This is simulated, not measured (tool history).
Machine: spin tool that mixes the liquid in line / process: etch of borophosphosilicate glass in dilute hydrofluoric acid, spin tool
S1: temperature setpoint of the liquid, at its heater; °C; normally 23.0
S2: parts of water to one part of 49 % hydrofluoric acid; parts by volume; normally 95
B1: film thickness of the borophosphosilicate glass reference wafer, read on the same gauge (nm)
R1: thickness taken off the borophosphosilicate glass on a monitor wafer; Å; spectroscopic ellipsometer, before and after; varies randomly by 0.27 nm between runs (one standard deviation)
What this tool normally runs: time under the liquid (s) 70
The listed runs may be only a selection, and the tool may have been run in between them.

Run 1, day 0.000: usual settings; B1 39.77. Result: R1 401.3 Å.
Run 2, day 1.433: usual settings but S2 75 parts by volume; B1 39.75. Result: R1 521.8 Å.
Run 3, day 2.288: usual settings but S2 75 parts by volume; B1 39.69. Result: R1 519.5 Å.
Run 4, day 2.942: usual settings but S2 75 parts by volume; B1 39.65. Result: R1 511.3 Å.
Run 5, day 4.250: usual settings; B1 39.60. Result: R1 401.6 Å.
Run 6, day 5.204: usual settings; B1 39.58. Result: R1 393.2 Å.
Run 7, day 8.988: usual settings; B1 39.44. Result: R1 399.4 Å.
Run 8, day 10.262: usual settings; B1 39.38. Result: R1 395.1 Å.
Run 9, day 11.708: usual settings; B1 39.31. Result: R1 396.8 Å.
Run 10, day 12.388: usual settings; B1 39.31. Result: R1 394.8 Å.
Run 11, day 12.900: usual settings but time under the liquid (s) 45; B1 39.29. Result: R1 254.7 Å.
Run 12, day 13.896: usual settings but S2 110 parts by volume, time under the liquid (s) 85; B1 39.23. Result: R1 401.5 Å.
Run 13, day 14.758: usual settings; B1 39.21. Result: R1 391.3 Å.
Run 14, day 15.354: usual settings but time under the liquid (s) 105; B1 39.21. Result: R1 590.2 Å.
At day 15.438: thermometer replaced.
Run 15, day 16.258: usual settings but S1 20.5 °C, time under the liquid (s) 110; B1 39.14. Result: R1 554.7 Å.
Run 16, day 17.450: usual settings but S1 18.0 °C; B1 39.11. Result: R1 318.6 Å.
Run 17, day 18.688: usual settings but time under the liquid (s) 35; B1 39.03. Result: R1 196.1 Å.
Run 18, day 19.383: usual settings but S1 21.0 °C, S2 135 parts by volume, time under the liquid (s) 95; B1 39.05. Result: R1 332.6 Å.
Run 19, day 20.338: usual settings; B1 39.00. Result: R1 387.8 Å.
Run 20, day 21.046: usual settings but S1 18.0 °C; B1 38.97. Result: R1 316.7 Å.
At day 22.088: gauge calibrated.
Run 21, day 22.200: usual settings but S1 21.0 °C; B1 40.09. Result: R1 371.2 Å.
Run 22, day 23.562: usual settings but S1 26.0 °C; B1 40.03. Result: R1 450.6 Å.
At day 24.371: hydrofluoric acid flow meter replaced.
Run 23, day 27.883: usual settings but S1 18.5 °C, S2 70 parts by volume, time under the liquid (s) 85; B1 39.87. Result: R1 563.9 Å.
Run 24, day 28.688: usual settings but S1 21.5 °C, time under the liquid (s) 60; B1 39.86. Result: R1 321.4 Å.
Run 25, day 30.125: usual settings but S1 26.5 °C, S2 120 parts by volume, time under the liquid (s) 40; B1 39.79. Result: R1 198.6 Å.
Run 26, day 31.108: usual settings but S1 20.0 °C, S2 130 parts by volume, time under the liquid (s) 55; B1 39.76. Result: R1 196.6 Å.
Run 27, day 32.467: usual settings but S1 18.5 °C, time under the liquid (s) 60; B1 39.73. Result: R1 288.0 Å.
Run 28, day 33.167: usual settings but S1 19.0 °C, S2 50 parts by volume, time under the liquid (s) 85; B1 39.69. Result: R1 821.8 Å.
Run 29, day 34.208: usual settings; B1 39.65. Result: R1 399.8 Å.
Run 30, day 35.533: usual settings; B1 39.57. Result: R1 397.3 Å.
Run 31, day 36.292: usual settings; B1 39.56. Result: R1 394.2 Å.
Run 32, day 38.317: usual settings but S1 19.5 °C, S2 50 parts by volume, time under the liquid (s) 85; B1 39.49. Result: R1 838.8 Å.
Run 33, day 39.479: usual settings; B1 39.44. Result: R1 397.2 Å.

Branching from run 33: 3 alternative next runs. What would each branch give?
Run A, day 39.496: usual settings; B1 ?. Result: R1 ?.
Run B, day 39.496: usual settings but S1 20.0 °C, S2 125 parts by volume, time under the liquid (s) 40; B1 ?. Result: R1 ?.
Run C, day 39.496: usual settings but S1 27.5 °C, S2 70 parts by volume, time under the liquid (s) 105; B1 ?. Result: R1 ?.

run     B1     R1
  A  39.44  396.9
  B  39.44  147.6
  C  39.44  998.1
With the hidden condition removed and each run's random variation left untouched, the same runs would have given:
run      R1
  A   402.6
  B   149.7
  C  1012.3
